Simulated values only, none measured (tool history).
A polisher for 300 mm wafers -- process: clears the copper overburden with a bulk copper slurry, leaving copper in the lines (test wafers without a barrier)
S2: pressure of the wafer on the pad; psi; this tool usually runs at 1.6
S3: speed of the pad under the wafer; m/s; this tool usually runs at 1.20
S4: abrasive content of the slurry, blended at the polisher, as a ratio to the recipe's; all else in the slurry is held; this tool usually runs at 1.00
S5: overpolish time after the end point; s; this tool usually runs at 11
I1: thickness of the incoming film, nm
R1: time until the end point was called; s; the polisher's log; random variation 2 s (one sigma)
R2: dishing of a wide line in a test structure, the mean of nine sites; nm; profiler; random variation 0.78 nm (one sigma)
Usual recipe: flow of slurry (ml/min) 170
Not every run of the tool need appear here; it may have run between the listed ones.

{"run": 1, "hour": 0.0, "flow of slurry (ml/min)": 170, "S2": 1.6, "S3": 1.2, "S4": 1.0, "S5": 11, "I1": 621.8, "R1": 102.5, "R2": 31.9}
{"run": 2, "hour": 68.2, "flow of slurry (ml/min)": 170, "S2": 1.6, "S3": 1.2, "S4": 1.0, "S5": 11, "I1": 619.2, "R1": 96.0, "R2": 34.0}
{"hour": 125.9, "done": "worn pad replaced by a new one"}
{"run": 3, "hour": 169.9, "flow of slurry (ml/min)": 170, "S2": 1.6, "S3": 1.2, "S4": 1.0, "S5": 11, "I1": 622.9, "R1": 99.1, "R2": 34.0}
{"hour": 217.3, "done": "slurry nozzle cleaned"}
{"run": 4, "hour": 240.1, "flow of slurry (ml/min)": 170, "S2": 1.6, "S3": 1.2, "S4": 1.0, "S5": 11, "I1": 617.3, "R1": 97.2, "R2": 33.7}
{"hour": 259.1, "done": "slurry blender recalibrated"}
{"run": 5, "hour": 298.1, "flow of slurry (ml/min)": 170, "S2": 1.6, "S3": 1.2, "S4": 1.0, "S5": 11, "I1": 614.6, "R1": 88.4, "R2": 34.9}
{"hour": 308.5, "done": "head pressure recalibrated"}
{"run": 6, "hour": 399.9, "flow of slurry (ml/min)": 170, "S2": 1.6, "S3": 1.2, "S4": 1.0, "S5": 11, "I1": 616.0, "R1": 108.2, "R2": 30.7}
{"hour": 491.1, "done": "worn pad replaced by a new one"}
{"run": 7, "hour": 501.2, "flow of slurry (ml/min)": 170, "S2": 1.1, "S3": 1.2, "S4": 1.0, "S5": 11, "I1": 620.6, "R1": 157.7, "R2": 24.0}
{"run": 8, "hour": 540.8, "flow of slurry (ml/min)": 170, "S2": 1.1, "S3": 1.2, "S4": 1.0, "S5": 11, "I1": 619.4, "R1": 157.8, "R2": 23.3}
{"run": 9, "hour": 595.3, "flow of slurry (ml/min)": 170, "S2": 1.1, "S3": 1.2, "S4": 1.0, "S5": 11, "I1": 630.3, "R1": 161.5, "R2": 24.5}
{"hour": 629.9, "done": "slurry blender recalibrated"}
{"run": 10, "hour": 670.4, "flow of slurry (ml/min)": 170, "S2": 1.6, "S3": 1.2, "S4": 1.0, "S5": 11, "I1": 619.8, "R1": 98.9, "R2": 34.6}
{"run": 11, "hour": 757.2, "flow of slurry (ml/min)": 170, "S2": 1.6, "S3": 1.2, "S4": 1.0, "S5": 11, "I1": 626.9, "R1": 101.6, "R2": 34.9}
{"hour": 785.9, "done": "slurry nozzle cleaned"}
{"run": 12, "hour": 799.8, "flow of slurry (ml/min)": 170, "S2": 1.6, "S3": 1.2, "S4": 1.0, "S5": 11, "I1": 620.8, "R1": 97.2, "R2": 35.0}
{"hour": 812.6, "done": "head pressure recalibrated"}
{"run": 13, "hour": 839.9, "flow of slurry (ml/min)": 170, "S2": 1.6, "S3": 1.2, "S4": 1.0, "S5": 11, "I1": 626.4, "R1": 107.3, "R2": 32.6}
{"hour": 893.4, "done": "worn pad replaced by a new one"}
{"run": 14, "hour": 907.6, "flow of slurry (ml/min)": 170, "S2": 1.6, "S3": 1.2, "S4": 1.0, "S5": 11, "I1": 623.7, "R1": 105.7, "R2": 31.5}
{"hour": 952.4, "done": "slurry blender recalibrated"}
{"run": 15, "hour": 988.5, "flow of slurry (ml/min)": 225, "S2": 1.6, "S3": 1.2, "S4": 1.1, "S5": 16, "I1": 619.1, "R1": 93.0, "R2": 43.8}
{"run": 16, "hour": 1058.6, "flow of slurry (ml/min)": 170, "S2": 1.6, "S3": 1.04, "S4": 1.0, "S5": 18, "I1": 620.6, "R1": 113.2, "R2": 41.3}
{"run": 17, "hour": 1139.1, "flow of slurry (ml/min)": 110, "S2": 1.6, "S3": 1.2, "S4": 1.0, "S5": 7, "I1": 631.1, "R1": 111.8, "R2": 23.2}
{"hour": 1203.7, "done": "worn pad replaced by a new one"}
{"run": 18, "hour": 1217.2, "flow of slurry (ml/min)": 170, "S2": 1.6, "S3": 1.2, "S4": 1.0, "S5": 11, "I1": 624.3, "R1": 100.0, "R2": 32.9}
{"hour": 1230.0, "done": "slurry nozzle cleaned"}
{"run": 19, "hour": 1266.7, "flow of slurry (ml/min)": 170, "S2": 1.6, "S3": 1.2, "S4": 1.0, "S5": 11, "I1": 622.5, "R1": 98.5, "R2": 34.0}
{"hour": 1286.7, "done": "slurry blender recalibrated"}
{"hour": 1287.7, "done": "head pressure recalibrated"}
{"run": 20, "hour": 1325.8, "flow of slurry (ml/min)": 170, "S2": 1.6, "S3": 1.2, "S4": 1.0, "S5": 11, "I1": 616.9, "R1": 100.1, "R2": 33.7}
{"run": 21, "hour": 1399.5, "flow of slurry (ml/min)": 170, "S2": 2.0, "S3": 0.96, "S4": 1.0, "S5": 11, "I1": 614.5, "R1": 100.9, "R2": 32.7}
{"run": 22, "hour": 1479.8, "flow of slurry (ml/min)": 170, "S2": 1.6, "S3": 1.2, "S4": 1.0, "S5": 11, "I1": 606.1, "R1": 97.8, "R2": 32.8}
{"hour": 1562.3, "done": "worn pad replaced by a new one"}
{"run": 23, "hour": 1574.3, "flow of slurry (ml/min)": 185, "S2": 1.6, "S3": 1.34, "S4": 1.0, "S5": 11, "I1": 615.6, "R1": 92.8, "R2": 34.5}
{"run": 24, "hour": 1640.1, "flow of slurry (ml/min)": 170, "S2": 1.6, "S3": 1.2, "S4": 1.0, "S5": 7, "I1": 625.8, "R1": 106.0, "R2": 24.8}
{"hour": 1691.5, "done": "slurry blender recalibrated"}
{"run": 25, "hour": 1695.2, "flow of slurry (ml/min)": 170, "S2": 1.6, "S3": 1.56, "S4": 1.15, "S5": 11, "I1": 627.4, "R1": 72.4, "R2": 41.8}
{"hour": 1757.5, "done": "slurry nozzle cleaned"}
{"run": 26, "hour": 1800.0, "flow of slurry (ml/min)": 170, "S2": 1.6, "S3": 0.94, "S4": 1.0, "S5": 16, "I1": 620.0, "R1": 120.7, "R2": 38.3}

Branching from run 26: 3 alternative next runs. What would each branch give?
{"run": "A", "hour": 1800.5, "flow of slurry (ml/min)": 170, "S2": 1.6, "S3": 1.2, "S4": 1.2, "S5": 11, "I1": 622.0, "R1": "?", "R2": "?"}
{"run": "B", "hour": 1800.5, "flow of slurry (ml/min)": 170, "S2": 1.9, "S3": 1.4, "S4": 1.0, "S5": 11, "I1": 622.0, "R1": "?", "R2": "?"}
{"run": "C", "hour": 1800.5, "flow of slurry (ml/min)": 170, "S2": 1.9, "S3": 0.78, "S4": 1.0, "S5": 11, "I1": 622.0, "R1": "?", "R2": "?"}

run=A R1=92.7 R2=35.3
run=B R1=70.4 R2=41.8
run=C R1=118.6 R2=30.6
Without the tool's hidden state the same runs would have given:
run=A R1=96.6 R2=34.1
run=B R1=73.5 R2=40.4
run=C R1=123.8 R2=29.5

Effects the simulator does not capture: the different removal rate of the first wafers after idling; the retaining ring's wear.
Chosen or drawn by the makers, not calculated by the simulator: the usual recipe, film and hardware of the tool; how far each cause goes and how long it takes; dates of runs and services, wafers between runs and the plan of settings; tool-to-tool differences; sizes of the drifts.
